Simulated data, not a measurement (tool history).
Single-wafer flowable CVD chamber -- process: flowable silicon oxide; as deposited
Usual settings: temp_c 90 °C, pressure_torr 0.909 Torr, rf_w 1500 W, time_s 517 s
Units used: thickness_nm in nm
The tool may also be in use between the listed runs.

| run | hour | temp_c | pressure_torr | rf_w | time_s | read-back reference wafer on the same gauge, thickness_nm | thickness_nm |
|---|---|---|---|---|---|---|---|
| 1 | 0 | 90 | 0.909 | 1500 | 517 | 468.536 | 555.119 |
| 2 | 50.1 | 90 | 0.909 | 1500 | 517 | 468.601 | 556.574 |
| 3 | 122.4 | 90 | 0.909 | 1500 | 517 | 469.629 | 554.856 |
| 4 | 169.2 | 90 | 0.909 | 1500 | 517 | 469.594 | 555.716 |
| 5 | 233.8 | 90 | 0.909 | 1500 | 517 | 470.291 | 557.423 |
| 6 | 323.7 | 90 | 0.909 | 1500 | 517 | 470.583 | 557.406 |
|  | 404.1 | showerhead replaced |
| 7 | 404.6 | 90 | 0.989 | 1500 | 517 | 470.805 | 607.618 |
|  | 424.2 | capacitance manometer re-zeroed and calibrated |
|  | 454.2 | RF generator calibrated |
| 8 | 474.8 | 90 | 0.909 | 1500 | 484 | 471.891 | 524.497 |
| 9 | 532 | 90 | 0.909 | 1500 | 517 | 472.001 | 559.598 |
| 10 | 599 | 90 | 0.909 | 1500 | 517 | 472.452 | 561.418 |
|  | 741.3 | gauge calibrated |
|  | 758.9 | thermocouple changed; heater temperature recalibrated |
| 11 | 906.5 | 79 | 0.81 | 1235 | 450 | 470.682 | 542.503 |
| 12 | 959.2 | 95 | 1.124 | 1725 | 558 | 470.741 | 666.941 |
| 13 | 1029.7 | 90 | 0.909 | 1500 | 517 | 471.231 | 559.899 |
| 14 | 1073.7 | 82 | 1.103 | 1625 | 517 | 471.447 | 852.295 |
| 15 | 1128.8 | 98 | 0.909 | 1225 | 517 | 471.635 | 415.518 |
| 16 | 1185.7 | 90 | 0.909 | 1425 | 557 | 471.883 | 591.951 |
| 17 | 1268.4 | 90 | 0.909 | 1500 | 588 | 472.729 | 634.535 |

Difference, measured minus no-hidden-state, one row per run. Run-to-run variation is common to both terms; the gauge's own scatter need not be:
Hidden conditions of the tool in this case: wafer temperature above the value expected at the setpoint (K); delivered RF power above the setpoint (%); true pressure above the setpoint (%); gauge reads high (%).
| run | thickness_nm |
|---|---|
| 1 | -0.459 |
| 2 | -0.079 |
| 3 | +0.469 |
| 4 | +0.824 |
| 5 | +1.316 |
| 6 | +1.996 |
| 7 | +2.842 |
| 8 | +2.952 |
| 9 | +3.581 |
| 10 | +4.099 |
| 11 | +1.555 |
| 12 | +2.389 |
| 13 | +2.54 |
| 14 | +4.374 |
| 15 | +2.442 |
| 16 | +3.933 |
| 17 | +4.922 |
